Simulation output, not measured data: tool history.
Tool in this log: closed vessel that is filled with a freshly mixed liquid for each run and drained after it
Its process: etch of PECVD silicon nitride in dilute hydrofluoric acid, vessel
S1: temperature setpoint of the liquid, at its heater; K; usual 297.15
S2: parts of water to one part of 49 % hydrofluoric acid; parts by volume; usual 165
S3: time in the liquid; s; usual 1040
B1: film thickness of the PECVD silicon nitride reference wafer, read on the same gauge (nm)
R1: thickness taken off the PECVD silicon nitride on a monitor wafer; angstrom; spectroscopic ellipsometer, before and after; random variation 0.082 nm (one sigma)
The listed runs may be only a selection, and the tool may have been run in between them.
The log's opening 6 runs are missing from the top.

Run 7, hour 176.1: usual settings; B1 110.06. Result: R1 171.4 angstrom.
Run 8, hour 205.1: usual settings; B1 109.97. Result: R1 173 angstrom.
Run 9, hour 310: usual settings; B1 109.96. Result: R1 176.4 angstrom.
Run 10, hour 332.6: usual settings; B1 110.01. Result: R1 177.1 angstrom.
Run 11, hour 347.3: usual settings but S3 660 s; B1 109.98. Result: R1 112.9 angstrom.
At hour 369.8: hydrofluoric acid flow meter replaced.
Run 12, hour 374.4: usual settings; B1 110. Result: R1 162 angstrom.
Run 13, hour 386.5: usual settings; B1 109.96. Result: R1 161.5 angstrom.
Run 14, hour 403.7: usual settings; B1 109.99. Result: R1 163.2 angstrom.
Run 15, hour 418.6: usual settings; B1 109.94. Result: R1 163.3 angstrom.
At hour 430.5: gauge calibrated.
Run 16, hour 449.9: usual settings but S3 660 s; B1 110.02. Result: R1 103.7 angstrom.
Run 17, hour 523: usual settings but S1 301.65 K, S2 110 parts by volume, S3 715 s; B1 110.04. Result: R1 224.9 angstrom.
At hour 549.1: thermometer replaced.
Run 18, hour 549.6: usual settings but S2 125 parts by volume; B1 110.01. Result: R1 201.9 angstrom.
Run 19, hour 580.5: usual settings but S1 294.15 K; B1 110.01. Result: R1 127.3 angstrom.
Run 20, hour 614.7: usual settings; B1 109.98. Result: R1 155.3 angstrom.
Run 21, hour 634.7: usual settings but S2 235 parts by volume, S3 1205 s; B1 110.01. Result: R1 126.4 angstrom.
Run 22, hour 668.1: usual settings but S1 298.65 K; B1 110.01. Result: R1 172.3 angstrom.
Run 23, hour 702.8: usual settings but S1 292.65 K, S2 115 parts by volume, S3 775 s; B1 110. Result: R1 123.6 angstrom.
Run 24, hour 731.6: usual settings but S3 1325 s; B1 109.96. Result: R1 201.3 angstrom.
Run 25, hour 759.5: usual settings but S1 300.15 K, S3 855 s; B1 109.99. Result: R1 157.1 angstrom.
Run 26, hour 778: usual settings but S1 299.65 K, S3 530 s; B1 109.99. Result: R1 94.6 angstrom.
Run 27, hour 790.7: usual settings; B1 109.99. Result: R1 159.3 angstrom.
Run 28, hour 810.2: usual settings but S1 300.15 K, S2 95 parts by volume, S3 845 s; B1 109.97. Result: R1 270.1 angstrom.
Run 29, hour 827.4: usual settings but S1 300.15 K, S2 110 parts by volume, S3 535 s; B1 110. Result: R1 148.7 angstrom.
Run 30, hour 875.3: usual settings but S1 294.65 K, S2 190 parts by volume; B1 110.01. Result: R1 118.7 angstrom.
Run 31, hour 897.6: usual settings but S1 302.15 K, S2 190 parts by volume; B1 109.99. Result: R1 191 angstrom.

Alternative continuations, all from the tool just after run 31; predict every row:
Run A, hour 898.5: usual settings; B1 ?. Result: R1 ?.
Run B, hour 898.5: usual settings but S1 299.15 K, S2 110 parts by volume, S3 530 s; B1 ?. Result: R1 ?.
Run C, hour 898.5: usual settings but S3 450 s; B1 ?. Result: R1 ?.
Run D, hour 898.5: usual settings but S1 295.15 K; B1 ?. Result: R1 ?.
Run E, hour 898.5: usual settings but S2 190 parts by volume; B1 ?. Result: R1 ?.

run      B1     R1
  A  109.98  162.1
  B  109.98  140.5
  C  109.98   70.1
  D  109.98  142.5
  E  109.98  140.9
With no hidden state in the tool, these same runs would have given:
run     R1
  A  152.1
  B  131.8
  C   65.8
  D  133.6
  E  132.3

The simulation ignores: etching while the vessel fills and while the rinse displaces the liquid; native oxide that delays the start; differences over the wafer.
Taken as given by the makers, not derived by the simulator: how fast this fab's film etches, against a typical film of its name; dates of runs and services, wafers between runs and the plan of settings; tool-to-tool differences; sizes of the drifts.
